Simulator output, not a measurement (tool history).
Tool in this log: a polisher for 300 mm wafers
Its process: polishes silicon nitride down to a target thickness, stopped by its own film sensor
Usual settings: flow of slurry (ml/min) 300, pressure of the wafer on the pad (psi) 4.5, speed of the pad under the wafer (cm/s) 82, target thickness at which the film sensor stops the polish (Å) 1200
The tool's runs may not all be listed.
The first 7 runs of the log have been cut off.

run,hour,flow of slurry (ml/min),pressure of the wafer on the pad (psi),speed of the pad under the wafer (cm/s),target thickness at which the film sensor stops the polish (Å),"incoming thickness of the incoming film, nm",time until the film sensor stopped the polish (s)
8,404.8,300,3.6,82,840,302.1,145.2
9,441.1,300,4.5,82,1200,298.0,95.7
10,510.7,300,4.5,82,1200,296.7,96.3
# hour 548.5: head pressure recalibrated
11,562.1,230,4.5,82,1200,298.8,103.7
12,625.1,230,4.5,82,1200,304.1,110.1
# hour 696.1: slurry nozzle cleaned
13,714.4,230,4.5,82,1200,300.6,96.5
# hour 789.5: worn pad replaced by a new one
14,822.1,300,4.5,82,1200,302.4,95.9
15,867.2,300,4.5,82,980,301.4,104.9
16,946.3,355,4.5,58,1200,301.6,122.0
17,1028.5,215,4.5,82,1200,300.2,101.7
# hour 1092.4: slurry nozzle cleaned
18,1120.3,300,4.5,82,1440,297.4,79.3
# hour 1203.5: head pressure recalibrated
19,1217.5,400,4.5,100,790,299.7,95.8
# hour 1264.2: worn pad replaced by a new one
20,1313.2,395,3.2,72,910,299.3,164.2
21,1361.0,360,4.5,70,1590,302.1,83.3
22,1419.0,300,4.5,82,920,300.3,112.8
# hour 1490.7: slurry nozzle cleaned
23,1507.7,300,4.5,82,1200,303.4,95.0
24,1604.1,385,4.1,82,1200,298.1,100.2
25,1641.0,300,4.5,82,1200,296.7,93.3
# hour 1651.2: worn pad replaced by a new one
26,1739.6,335,4.5,82,1200,299.9,94.6
27,1810.0,390,4.5,82,890,299.2,110.2
# hour 1833.8: head pressure recalibrated
28,1889.6,300,4.5,82,1200,297.8,98.2
29,1962.5,400,4.5,100,790,298.6,104.7
# hour 1976.8: slurry nozzle cleaned
30,2013.7,300,3.0,96,1560,301.9,101.3
# hour 2057.3: worn pad replaced by a new one
31,2081.7,300,5.8,68,1200,300.1,84.5

Consider 3 possible next runs. They are alternatives, not a sequence: every one starts from the tool as it was left by run 31. What does each give?
A,2082.2,300,4.5,82,1200,296.5,?
B,2082.2,380,5.4,60,1530,296.5,?
C,2082.2,375,4.5,82,890,296.5,?

run,time until the film sensor stopped the polish (s)
A,92.1
B,78.3
C,106.0
Take away the tool's hidden state, keep each run's random variation, and the runs would have read:
run,time until the film sensor stopped the polish (s)
A,91.4
B,77.9
C,105.4
